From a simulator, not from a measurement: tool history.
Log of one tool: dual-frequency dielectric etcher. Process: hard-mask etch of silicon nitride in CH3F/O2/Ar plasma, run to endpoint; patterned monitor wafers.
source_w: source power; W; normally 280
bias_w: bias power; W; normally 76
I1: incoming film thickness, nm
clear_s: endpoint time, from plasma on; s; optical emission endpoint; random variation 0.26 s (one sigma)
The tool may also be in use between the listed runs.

Run 1, day 0.000: usual settings; I1 49.99. Result: clear_s 82.3 s.
Run 2, day 2.029: usual settings; I1 50.03. Result: clear_s 82.4 s.
Run 3, day 4.229: usual settings but bias_w 62 W; I1 49.76. Result: clear_s 88.2 s.
Run 4, day 6.629: usual settings; I1 49.31. Result: clear_s 80.9 s.
Run 5, day 9.492: usual settings; I1 49.87. Result: clear_s 81.9 s.
Run 6, day 11.292: usual settings; I1 49.56. Result: clear_s 81.1 s.
Run 7, day 13.012: usual settings; I1 49.89. Result: clear_s 81.6 s.
Run 8, day 15.996: usual settings; I1 49.61. Result: clear_s 83.3 s.
Run 9, day 18.250: usual settings; I1 50.08. Result: clear_s 83.9 s.
Run 10, day 20.808: usual settings; I1 49.78. Result: clear_s 83.1 s.
Run 11, day 22.888: usual settings but source_w 320 W, bias_w 62 W; I1 50.05. Result: clear_s 85.2 s.
Run 12, day 24.988: usual settings; I1 49.64. Result: clear_s 83.0 s.
Run 13, day 26.871: usual settings; I1 49.58. Result: clear_s 82.9 s.
Run 14, day 30.367: usual settings but bias_w 94 W; I1 49.81. Result: clear_s 76.6 s.
Run 15, day 30.583: usual settings but source_w 250 W, bias_w 57 W; I1 50.12. Result: clear_s 99.6 s.
Run 16, day 33.200: usual settings but source_w 340 W, bias_w 85 W; I1 49.73. Result: clear_s 72.1 s.
Run 17, day 35.300: usual settings but source_w 330 W, bias_w 61 W; I1 49.47. Result: clear_s 83.1 s.
Run 18, day 37.075: usual settings but source_w 310 W, bias_w 71 W; I1 49.53. Result: clear_s 80.4 s.
Run 19, day 39.433: usual settings; I1 49.25. Result: clear_s 82.2 s.
Run 20, day 41.300: usual settings but source_w 220 W, bias_w 91 W; I1 49.97. Result: clear_s 87.2 s.
Run 21, day 43.775: usual settings but source_w 320 W, bias_w 91 W; I1 50.13. Result: clear_s 72.6 s.

Between the runs listed above, the log contained 5 entries, not reproduced here. Where in the sequence does each belong, and how does what the log doesn't record of the tool's condition differ from the listed run before to the listed run after?
In the gap between runs 4 and 5: wet clean of the chamber (day 8.038)
  source power that arrives over what is set, %: 5.51 -> 5.67
  the result without the hidden state subtracted from the measured one, clear_s: -2.2 -> -2.3 s
In the gap between runs 7 and 8: source power generator calibrated (day 15.658)
  source power that arrives over what is set, %: 5.87 -> 0.919
  the result without the hidden state subtracted from the measured one, clear_s: -2.3 -> -0.4 s
In the gap between runs 10 and 11: upper electrode replaced (day 22.867)
  source power that arrives over what is set, %: 1.19 -> 1.31
  the result without the hidden state subtracted from the measured one, clear_s: -0.5 -> -0.6 s
In the gap between runs 13 and 14: wet clean of the chamber (day 30.346)
  source power that arrives over what is set, %: 1.54 -> 1.74
  the result without the hidden state subtracted from the measured one, clear_s: -0.6 -> -0.6 s
In the gap between runs 15 and 16: bias power generator calibrated (day 32.821)
  source power that arrives over what is set, %: 1.75 -> 1.9
  the result without the hidden state subtracted from the measured one, clear_s: -0.8 -> -0.6 s

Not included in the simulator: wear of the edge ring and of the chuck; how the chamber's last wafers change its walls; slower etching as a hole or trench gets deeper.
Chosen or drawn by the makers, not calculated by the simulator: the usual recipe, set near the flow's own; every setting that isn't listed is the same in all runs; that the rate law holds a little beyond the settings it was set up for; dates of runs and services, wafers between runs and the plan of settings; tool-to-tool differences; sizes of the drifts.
